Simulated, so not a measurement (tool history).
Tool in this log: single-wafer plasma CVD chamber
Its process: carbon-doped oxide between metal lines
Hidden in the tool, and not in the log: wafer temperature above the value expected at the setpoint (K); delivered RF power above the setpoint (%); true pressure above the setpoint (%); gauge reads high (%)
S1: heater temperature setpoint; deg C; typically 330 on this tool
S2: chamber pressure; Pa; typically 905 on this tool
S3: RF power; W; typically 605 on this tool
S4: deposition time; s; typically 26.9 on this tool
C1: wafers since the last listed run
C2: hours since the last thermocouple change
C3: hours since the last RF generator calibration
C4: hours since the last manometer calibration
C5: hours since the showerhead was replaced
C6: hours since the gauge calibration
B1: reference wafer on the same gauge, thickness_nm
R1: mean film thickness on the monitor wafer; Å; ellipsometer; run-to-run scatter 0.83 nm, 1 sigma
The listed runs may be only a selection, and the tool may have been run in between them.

run	hour	S1	S2	S3	S4	C1	C2	C3	C4	C5	C6	B1	R1
1	0	330	905	605	26.9	0	978	1912.1	1265.9	6809.7	151.7	157.914	1745.73
2	133.8	330	905	605	26.9	1878	1111.8	2045.9	1399.7	6943.5	285.5	157.91	1743.07
3	182.6	337	825	605	26.9	685	1160.6	2094.7	1448.5	6992.3	334.3	158.229	1684.26
4	237.8	337	825	605	26.9	774	1215.8	2149.9	1503.7	7047.5	389.5	157.731	1677.48
5	264.1	337	825	605	26.9	369	1242.1	2176.2	1530	7073.8	415.8	158.28	1684.44
6	296.9	330	905	605	26.9	460	1274.9	2209	1562.8	7106.6	448.6	158.059	1742.73
# hour 338.8: capacitance manometer re-zeroed and calibrated
# hour 358.9: thermocouple changed; heater temperature recalibrated
7	359.4	330	905	605	26.9	652	0.5	2271.5	20.6	7169.1	511.1	157.743	1684.1
8	382.9	330	905	605	26.9	329	24	2295	44.1	7192.6	534.6	157.789	1687.96
# hour 416.2: gauge calibrated
# hour 420.4: RF generator calibrated
9	443.3	330	905	605	26.9	735	84.4	22.9	104.5	7253	27.1	157.658	1694.77
10	483.1	330	905	605	26.9	558	124.2	62.7	144.3	7292.8	66.9	157.809	1698.32
11	537.5	330	905	695	26.9	763	178.6	117.1	198.7	7347.2	121.3	157.476	1909.6
# hour 554.1: showerhead replaced
12	586.6	330	821	605	26.9	576	227.7	166.2	247.8	32.5	170.4	157.958	1698.56
13	630.2	315	1087	520	29.7	612	271.3	209.8	291.4	76.1	214	157.727	1784.77
14	679.6	330	905	605	26.9	693	320.7	259.2	340.8	125.5	263.4	158.088	1723.28
15	708.3	330	905	605	26.9	402	349.4	287.9	369.5	154.2	292.1	158.169	1705.65
16	753	330	905	605	26.9	627	394.1	332.6	414.2	198.9	336.8	157.866	1729.18
17	779.9	330	905	550	25.2	377	421	359.5	441.1	225.8	363.7	158.009	1481.93
18	815.6	330	905	515	23.2	501	456.7	395.2	476.8	261.5	399.4	158.119	1288.17
19	863.2	330	905	605	28.9	668	504.3	442.8	524.4	309.1	447	157.624	1851.07

How the hidden state differs across the entries between the runs, from the last listed run before each to the first after it:
After run 6, before run 7: capacitance manometer re-zeroed and calibrated (hour 338.8); thermocouple changed; heater temperature recalibrated (hour 358.9)
  wafer temperature above the value expected at the setpoint (K): -6.19 -> 0.892
  measured less the result without the state, R1: +44.28 -> -5.76 Å
After run 8, before run 9: gauge calibrated (hour 416.2); RF generator calibrated (hour 420.4)
  wafer temperature above the value expected at the setpoint (K): 0.537 -> -0.285
  measured less the result without the state, R1: -3.48 -> +1.98 Å
After run 11, before run 12: showerhead replaced (hour 554.1)
  wafer temperature above the value expected at the setpoint (K): -1.35 -> -1.81
  measured less the result without the state, R1: +10.56 -> +12.63 Å
